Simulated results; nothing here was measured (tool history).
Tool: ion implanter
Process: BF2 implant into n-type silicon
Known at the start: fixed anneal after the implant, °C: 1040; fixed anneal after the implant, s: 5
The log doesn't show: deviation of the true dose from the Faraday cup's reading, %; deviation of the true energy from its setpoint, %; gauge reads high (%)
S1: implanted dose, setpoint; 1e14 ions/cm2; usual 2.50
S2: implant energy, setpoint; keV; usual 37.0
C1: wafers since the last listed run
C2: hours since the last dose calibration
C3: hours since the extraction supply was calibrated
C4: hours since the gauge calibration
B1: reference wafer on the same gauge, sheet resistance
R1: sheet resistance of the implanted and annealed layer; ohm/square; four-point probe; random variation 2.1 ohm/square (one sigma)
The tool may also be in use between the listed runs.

Run 1, hour 0.0: usual settings; C1 0; C2 856.3; C3 3314.6; C4 627.8; B1 492.05. Result: R1 472.64 ohm/square.
Run 2, hour 53.5: usual settings but S2 41.5 keV; C1 804; C2 909.8; C3 3368.1; C4 681.3; B1 491.36. Result: R1 464.10 ohm/square.
Run 3, hour 125.4: usual settings; C1 1080; C2 981.7; C3 3440.0; C4 753.2; B1 491.80. Result: R1 472.97 ohm/square.
Run 4, hour 169.9: usual settings; C1 668; C2 1026.2; C3 3484.5; C4 797.7; B1 492.08. Result: R1 468.10 ohm/square.
Run 5, hour 310.6: usual settings; C1 2114; C2 1166.9; C3 3625.2; C4 938.4; B1 491.33. Result: R1 476.25 ohm/square.
Run 6, hour 337.2: usual settings but S2 29.5 keV; C1 399; C2 1193.5; C3 3651.8; C4 965.0; B1 490.90. Result: R1 486.28 ohm/square.
Run 7, hour 384.7: usual settings but S2 29.5 keV; C1 713; C2 1241.0; C3 3699.3; C4 1012.5; B1 491.90. Result: R1 490.40 ohm/square.
At hour 402.8: gauge calibrated.
At hour 409.7: extraction supply calibrated.
Run 8, hour 421.0: usual settings but S2 29.5 keV; C1 425; C2 1277.3; C3 11.3; C4 18.2; B1 493.30. Result: R1 487.93 ohm/square.
Run 9, hour 473.8: usual settings but S2 43.0 keV; C1 793; C2 1330.1; C3 64.1; C4 71.0; B1 491.44. Result: R1 468.05 ohm/square.
Run 10, hour 525.3: usual settings but S1 1.99 1e14 ions/cm2, S2 28.5 keV; C1 773; C2 1381.6; C3 115.6; C4 122.5; B1 491.45. Result: R1 600.41 ohm/square.
Run 11, hour 567.0: usual settings but S1 2.86 1e14 ions/cm2, S2 48.0 keV; C1 626; C2 1423.3; C3 157.3; C4 164.2; B1 492.07. Result: R1 417.08 ohm/square.
Run 12, hour 611.6: usual settings; C1 670; C2 1467.9; C3 201.9; C4 208.8; B1 491.35. Result: R1 480.29 ohm/square.
At hour 663.4: Faraday cup replaced and dose calibrated.
Run 13, hour 668.4: usual settings; C1 733; C2 5.0; C3 258.7; C4 265.6; B1 492.50. Result: R1 456.23 ohm/square.
Run 14, hour 727.9: usual settings but S1 3.23 1e14 ions/cm2, S2 46.5 keV; C1 894; C2 64.5; C3 318.2; C4 325.1; B1 491.65. Result: R1 358.61 ohm/square.
Run 15, hour 925.4: usual settings but S1 2.76 1e14 ions/cm2, S2 29.0 keV; C1 2968; C2 262.0; C3 515.7; C4 522.6; B1 491.38. Result: R1 438.97 ohm/square.
Run 16, hour 950.6: usual settings but S1 3.06 1e14 ions/cm2, S2 45.0 keV; C1 378; C2 287.2; C3 540.9; C4 547.8; B1 491.87. Result: R1 379.45 ohm/square.
Run 17, hour 1009.7: usual settings but S1 2.10 1e14 ions/cm2, S2 29.5 keV; C1 888; C2 346.3; C3 600.0; C4 606.9; B1 492.79. Result: R1 544.38 ohm/square.
Run 18, hour 1072.1: usual settings; C1 937; C2 408.7; C3 662.4; C4 669.3; B1 491.93. Result: R1 459.34 ohm/square.

Forecast each of these 4 alternatives for the next run:
Run A, hour 1072.5: usual settings but S1 2.12 1e14 ions/cm2; C1 6; C2 409.1; C3 662.8; C4 669.7; B1 ?. Result: R1 ?.
Run B, hour 1072.5: usual settings but S1 2.98 1e14 ions/cm2, S2 47.5 keV; C1 6; C2 409.1; C3 662.8; C4 669.7; B1 ?. Result: R1 ?.
Run C, hour 1072.5: usual settings but S1 2.20 1e14 ions/cm2; C1 6; C2 409.1; C3 662.8; C4 669.7; B1 ?. Result: R1 ?.
Run D, hour 1072.5: usual settings but S1 1.81 1e14 ions/cm2, S2 42.0 keV; C1 6; C2 409.1; C3 662.8; C4 669.7; B1 ?. Result: R1 ?.

run      B1      R1
  A  491.36  522.68
  B  491.36  382.66
  C  491.36  507.09
  D  491.36  584.65
Without the tool's hidden state the same runs would have given:
run      R1
  A  518.46
  B  379.50
  C  502.99
  D  580.01

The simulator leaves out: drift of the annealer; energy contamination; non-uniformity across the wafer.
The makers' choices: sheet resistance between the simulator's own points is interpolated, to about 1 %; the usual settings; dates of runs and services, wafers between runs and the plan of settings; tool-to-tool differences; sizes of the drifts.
